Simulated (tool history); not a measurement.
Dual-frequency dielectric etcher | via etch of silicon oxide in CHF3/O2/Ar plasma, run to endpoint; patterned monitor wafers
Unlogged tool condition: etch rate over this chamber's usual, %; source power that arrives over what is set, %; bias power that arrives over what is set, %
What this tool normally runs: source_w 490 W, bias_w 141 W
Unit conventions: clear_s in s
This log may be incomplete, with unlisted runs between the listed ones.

| run | hour | source_w | bias_w | wafers since the last listed run | hours since the last wet clean | hours since the last source power generator calibration | hours since the last bias power generator calibration | hours since the last upper electrode change | incoming incoming film thickness, nm | clear_s |
|---|---|---|---|---|---|---|---|---|---|---|
| 1 | 0 | 450 | 141 | 0 | 386.9 | 2913.4 | 4217.7 | 4832.6 | 411.1 | 251.8 |
| 2 | 17.7 | 450 | 141 | 98 | 404.6 | 2931.1 | 4235.4 | 4850.3 | 412.6 | 251 |
| 3 | 43.8 | 450 | 141 | 144 | 430.7 | 2957.2 | 4261.5 | 4876.4 | 413.3 | 254.9 |
| 4 | 57.4 | 550 | 141 | 75 | 444.3 | 2970.8 | 4275.1 | 4890 | 412.4 | 240 |
| 5 | 88.4 | 520 | 162 | 171 | 475.3 | 3001.8 | 4306.1 | 4921 | 412.7 | 237.2 |
| 6 | 102.4 | 590 | 141 | 77 | 489.3 | 3015.8 | 4320.1 | 4935 | 415.7 | 234.2 |
| 7 | 119.6 | 590 | 141 | 95 | 506.5 | 3033 | 4337.3 | 4952.2 | 409 | 231.8 |
| 8 | 148.2 | 490 | 124 | 158 | 535.1 | 3061.6 | 4365.9 | 4980.8 | 416.1 | 258.8 |
| 9 | 161.6 | 490 | 126 | 74 | 548.5 | 3075 | 4379.3 | 4994.2 | 412.6 | 255.5 |
| 10 | 192.6 | 490 | 126 | 171 | 579.5 | 3106 | 4410.3 | 5025.2 | 413.8 | 257.8 |
|  | 238.8 | wet clean of the chamber |
| 11 | 239.3 | 490 | 126 | 125 | 0.5 | 3152.7 | 4457 | 5071.9 | 414.3 | 246.4 |
| 12 | 240.5 | 560 | 141 | 6 | 1.7 | 3153.9 | 4458.2 | 5073.1 | 412.2 | 230 |
| 13 | 265.1 | 560 | 141 | 136 | 26.3 | 3178.5 | 4482.8 | 5097.7 | 411.7 | 229.6 |
| 14 | 288.4 | 440 | 106 | 129 | 49.6 | 3201.8 | 4506.1 | 5121 | 416.9 | 260.2 |
|  | 298.7 | bias power generator calibrated |
|  | 308.5 | source power generator calibrated |
|  | 393.8 | upper electrode replaced |
| 15 | 396.2 | 420 | 174 | 420 | 157.4 | 87.7 | 97.5 | 2.4 | 411.8 | 242.5 |

What does the tool deliver on the next run?
| 16 | 411.7 | 490 | 141 | 85 | 172.9 | 103.2 | 113 | 17.9 | 411.5 | ? |

For run 16 the tool returned clear_s 241.6 s.
With the hidden condition absent and the run-to-run variation left alone, this run would have shown clear_s 235.8 s.

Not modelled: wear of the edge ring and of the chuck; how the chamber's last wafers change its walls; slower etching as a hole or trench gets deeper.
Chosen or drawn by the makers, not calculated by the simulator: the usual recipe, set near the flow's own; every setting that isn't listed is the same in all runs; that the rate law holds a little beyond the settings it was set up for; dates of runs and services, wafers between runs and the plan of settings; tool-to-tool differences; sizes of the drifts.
